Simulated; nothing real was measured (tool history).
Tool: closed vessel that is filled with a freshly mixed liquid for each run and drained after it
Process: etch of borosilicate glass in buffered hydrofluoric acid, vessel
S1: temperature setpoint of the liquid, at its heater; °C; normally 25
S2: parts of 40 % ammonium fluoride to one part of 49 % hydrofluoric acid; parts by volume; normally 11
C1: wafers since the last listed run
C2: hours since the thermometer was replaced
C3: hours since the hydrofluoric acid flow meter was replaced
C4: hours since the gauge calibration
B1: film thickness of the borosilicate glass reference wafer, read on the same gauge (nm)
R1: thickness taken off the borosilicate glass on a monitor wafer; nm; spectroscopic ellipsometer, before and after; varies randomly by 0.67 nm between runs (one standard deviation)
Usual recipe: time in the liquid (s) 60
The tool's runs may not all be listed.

Run 1, day 0: usual settings but S1 23 °C; C1 0; C2 973; C3 381.3; C4 248.1; B1 107.51. Result: R1 63.89 nm.
Run 2, day 2.388: usual settings but S1 23 °C; C1 5136; C2 1030.3; C3 438.6; C4 305.4; B1 107.1. Result: R1 63.9 nm.
Run 3, day 6.396: usual settings; C1 8622; C2 1126.5; C3 534.8; C4 401.6; B1 106.53. Result: R1 70.41 nm.
Run 4, day 9.317: usual settings; C1 6283; C2 1196.6; C3 604.9; C4 471.7; B1 106.17. Result: R1 69.8 nm.
Run 5, day 12.758: usual settings; C1 7403; C2 1279.2; C3 687.5; C4 554.3; B1 105.85. Result: R1 69.72 nm.
Run 6, day 16.496: usual settings; C1 8040; C2 1368.9; C3 777.2; C4 644; B1 105.54. Result: R1 70.05 nm.
Run 7, day 18.2: usual settings; C1 3666; C2 1409.8; C3 818.1; C4 684.9; B1 105.41. Result: R1 69.05 nm.
At day 20.817: hydrofluoric acid flow meter replaced.
Run 8, day 21.375: usual settings but S2 14.5 parts by volume; C1 6740; C2 1486; C3 13.4; C4 761.1; B1 105.3. Result: R1 52.94 nm.
Run 9, day 23: usual settings but S2 14.5 parts by volume; C1 3495; C2 1525; C3 52.4; C4 800.1; B1 105.2. Result: R1 52.56 nm.
Run 10, day 26.025: usual settings but S1 22 °C; C1 6507; C2 1597.6; C3 125; C4 872.7; B1 105.02. Result: R1 59.2 nm.
Run 11, day 29.358: usual settings but S1 22 °C; C1 7170; C2 1677.6; C3 205; C4 952.7; B1 104.92. Result: R1 57.98 nm.
Run 12, day 30.979: usual settings; C1 3486; C2 1716.5; C3 243.9; C4 991.6; B1 104.89. Result: R1 69.48 nm.
Run 13, day 32.588: usual settings; C1 3459; C2 1755.1; C3 282.5; C4 1030.2; B1 104.83. Result: R1 69.68 nm.
Run 14, day 35.229: usual settings; C1 5682; C2 1818.5; C3 345.9; C4 1093.6; B1 104.79. Result: R1 68.74 nm.
At day 35.412: gauge calibrated.
Run 15, day 37.379: usual settings but S1 20.5 °C, S2 8 parts by volume, time in the liquid (s) 80; C1 4625; C2 1870.1; C3 397.5; C4 47.2; B1 110.3. Result: R1 100.91 nm.
Run 16, day 40.05: usual settings; C1 5745; C2 1934.2; C3 461.6; C4 111.3; B1 109.54. Result: R1 73.35 nm.
Run 17, day 42.538: usual settings but S1 30 °C, time in the liquid (s) 85; C1 5351; C2 1993.9; C3 521.3; C4 171; B1 108.95. Result: R1 129.78 nm.
Run 18, day 46.842: usual settings but S1 29 °C, S2 7.5 parts by volume, time in the liquid (s) 70; C1 9259; C2 2097.2; C3 624.6; C4 274.3; B1 108.12. Result: R1 147.96 nm.

Expected results for the next run?
Run 19, day 50.296: usual settings; C1 7430; C2 2180.1; C3 707.5; C4 357.2; B1 ?. Result: R1 ?.

B1: 107.59
R1: 69.74 nm
Without the tool's hidden state the same run would have given R1 71.3 nm.
